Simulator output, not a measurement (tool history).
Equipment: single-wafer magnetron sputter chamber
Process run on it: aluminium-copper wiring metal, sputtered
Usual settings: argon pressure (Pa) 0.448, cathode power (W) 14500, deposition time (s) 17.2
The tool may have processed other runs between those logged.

run,hour,argon pressure (Pa),cathode power (W),deposition time (s),"read-back reference wafer on the same gauge, thickness_nm",mean film thickness on the monitor wafer (Å)
1,0.0,0.370,14500,17.2,484.864,4169.94
2,9.9,0.370,14500,17.2,485.154,4194.17
3,25.2,0.370,14500,17.2,485.571,4180.23
4,41.6,0.345,14500,17.2,484.303,4210.65
5,58.3,0.345,14500,17.2,486.228,4240.34
6,64.5,0.448,14500,17.2,485.015,3967.18
7,73.4,0.448,14500,17.2,485.233,3986.51
8,89.6,0.448,14500,17.2,485.685,3992.14
# hour 104.7: sputter target and shields replaced
# hour 109.9: capacitance manometer re-zeroed and calibrated
9,110.4,0.448,14500,17.2,485.536,4092.74
10,116.2,0.448,14500,17.2,484.573,4100.31
11,126.4,0.544,14500,17.2,484.120,3833.32
12,132.5,0.448,14500,19.6,485.184,4637.04
# hour 143.9: magnet pack replaced, of another model than before
13,147.9,0.448,17700,14.3,484.280,3741.72
14,155.1,0.448,14500,15.1,484.267,3551.03
# hour 156.0: gauge calibrated
15,166.1,0.323,12300,13.8,484.497,3142.51
16,174.8,0.448,14500,17.2,484.344,4020.04
17,183.4,0.314,15850,17.2,484.589,4476.56
18,197.4,0.448,14500,17.2,485.371,3992.73
19,208.8,0.360,14500,17.2,485.150,4152.33

Consider 3 possible next runs. They are alternatives, not a sequence: every one starts from the tool as it was left by run 19. What does each give?
A,209.2,0.448,14500,17.2,?,?
B,209.2,0.537,14500,17.2,?,?
C,209.2,0.325,17150,15.2,?,?

run,"read-back reference wafer on the same gauge, thickness_nm",mean film thickness on the monitor wafer (Å)
A,485.204,4006.08
B,485.204,3848.18
C,485.204,4107.63
The same runs, with their run-to-run variation unchanged, on a tool lacking any hidden condition would have given:
run,mean film thickness on the monitor wafer (Å)
A,4148.62
B,3985.10
C,4253.79
